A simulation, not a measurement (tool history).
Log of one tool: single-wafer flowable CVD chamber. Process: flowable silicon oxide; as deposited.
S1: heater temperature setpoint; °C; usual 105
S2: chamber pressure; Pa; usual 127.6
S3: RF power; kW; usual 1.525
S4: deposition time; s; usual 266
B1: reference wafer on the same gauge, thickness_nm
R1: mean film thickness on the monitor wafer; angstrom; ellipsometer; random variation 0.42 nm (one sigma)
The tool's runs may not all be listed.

{"run": 1, "hour": 0.0, "S1": 105, "S2": 127.6, "S3": 1.525, "S4": 266, "B1": 131.155, "R1": 1523.66}
{"run": 2, "hour": 27.5, "S1": 105, "S2": 127.6, "S3": 1.525, "S4": 266, "B1": 130.917, "R1": 1524.34}
{"run": 3, "hour": 53.8, "S1": 105, "S2": 127.6, "S3": 1.525, "S4": 266, "B1": 131.082, "R1": 1520.22}
{"hour": 74.8, "done": "showerhead replaced"}
{"run": 4, "hour": 106.6, "S1": 109, "S2": 127.6, "S3": 1.525, "S4": 266, "B1": 131.003, "R1": 1312.38}
{"run": 5, "hour": 228.2, "S1": 109, "S2": 127.6, "S3": 1.525, "S4": 266, "B1": 130.94, "R1": 1305.92}
{"run": 6, "hour": 274.3, "S1": 105, "S2": 127.6, "S3": 1.525, "S4": 266, "B1": 130.801, "R1": 1516.22}
{"run": 7, "hour": 322.7, "S1": 105, "S2": 97.3, "S3": 1.715, "S4": 307, "B1": 131.031, "R1": 1362.87}
{"hour": 434.8, "done": "thermocouple changed; heater temperature recalibrated"}
{"run": 8, "hour": 493.6, "S1": 113, "S2": 127.6, "S3": 1.44, "S4": 266, "B1": 130.879, "R1": 1110.1}
{"run": 9, "hour": 544.6, "S1": 105, "S2": 127.6, "S3": 1.525, "S4": 266, "B1": 130.962, "R1": 1506.07}
{"run": 10, "hour": 611.2, "S1": 105, "S2": 127.6, "S3": 1.525, "S4": 315, "B1": 131.034, "R1": 1782.93}
{"run": 11, "hour": 652.4, "S1": 105, "S2": 127.6, "S3": 1.525, "S4": 266, "B1": 131.147, "R1": 1509.29}
{"run": 12, "hour": 693.2, "S1": 105, "S2": 112.3, "S3": 1.525, "S4": 298, "B1": 130.946, "R1": 1491.42}
{"run": 13, "hour": 795.6, "S1": 98, "S2": 127.6, "S3": 1.525, "S4": 266, "B1": 131.097, "R1": 1960.21}
{"run": 14, "hour": 842.1, "S1": 105, "S2": 127.6, "S3": 1.525, "S4": 266, "B1": 131.199, "R1": 1501.81}
{"hour": 884.4, "done": "gauge calibrated"}
{"run": 15, "hour": 894.5, "S1": 105, "S2": 127.6, "S3": 1.825, "S4": 266, "B1": 131.079, "R1": 1570.29}
{"run": 16, "hour": 930.2, "S1": 105, "S2": 127.6, "S3": 1.525, "S4": 219, "B1": 131.113, "R1": 1235.68}
{"run": 17, "hour": 961.5, "S1": 98, "S2": 127.6, "S3": 1.255, "S4": 266, "B1": 131.155, "R1": 1854.82}
{"hour": 1042.6, "done": "capacitance manometer re-zeroed and calibrated"}
{"run": 18, "hour": 1144.2, "S1": 105, "S2": 127.6, "S3": 1.525, "S4": 266, "B1": 130.924, "R1": 1505.37}
{"run": 19, "hour": 1176.0, "S1": 105, "S2": 127.6, "S3": 1.525, "S4": 266, "B1": 130.975, "R1": 1507.47}
{"hour": 1203.0, "done": "RF generator calibrated"}
{"run": 20, "hour": 1228.8, "S1": 92, "S2": 127.6, "S3": 1.525, "S4": 266, "B1": 131.024, "R1": 2522.79}
{"run": 21, "hour": 1253.8, "S1": 105, "S2": 127.6, "S3": 1.525, "S4": 224, "B1": 131.065, "R1": 1287.04}
{"run": 22, "hour": 1317.9, "S1": 105, "S2": 127.6, "S3": 1.525, "S4": 266, "B1": 130.956, "R1": 1531.56}
{"run": 23, "hour": 1373.7, "S1": 105, "S2": 127.6, "S3": 1.525, "S4": 266, "B1": 131.019, "R1": 1535.24}
{"run": 24, "hour": 1408.6, "S1": 105, "S2": 108.4, "S3": 1.375, "S4": 266, "B1": 130.906, "R1": 1275.72}
{"run": 25, "hour": 1464.0, "S1": 100, "S2": 156.4, "S3": 1.735, "S4": 214, "B1": 130.835, "R1": 1868.43}
{"run": 26, "hour": 1520.1, "S1": 105, "S2": 127.6, "S3": 1.525, "S4": 266, "B1": 130.872, "R1": 1530.83}
{"run": 27, "hour": 1695.6, "S1": 105, "S2": 127.6, "S3": 1.365, "S4": 266, "B1": 130.988, "R1": 1486.12}
{"run": 28, "hour": 1765.8, "S1": 105, "S2": 127.6, "S3": 1.525, "S4": 266, "B1": 130.916, "R1": 1525.05}
{"run": 29, "hour": 1829.7, "S1": 98, "S2": 159.2, "S3": 1.37, "S4": 247, "B1": 130.933, "R1": 2220.88}

3 ways to go on from here, each from the tool as it stands after run 29. What would each give?
{"run": "A", "hour": 1830.2, "S1": 105, "S2": 127.6, "S3": 1.525, "S4": 266, "B1": "?", "R1": "?"}
{"run": "B", "hour": 1830.2, "S1": 105, "S2": 127.6, "S3": 1.525, "S4": 285, "B1": "?", "R1": "?"}
{"run": "C", "hour": 1830.2, "S1": 95, "S2": 127.6, "S3": 1.525, "S4": 266, "B1": "?", "R1": "?"}

run=A B1=130.81 R1=1522.08
run=B B1=130.81 R1=1630.8
run=C B1=130.81 R1=2223.32
Without the tool's hidden state the same runs would have given:
run=A R1=1541.14
run=B R1=1651.22
run=C R1=2251.17
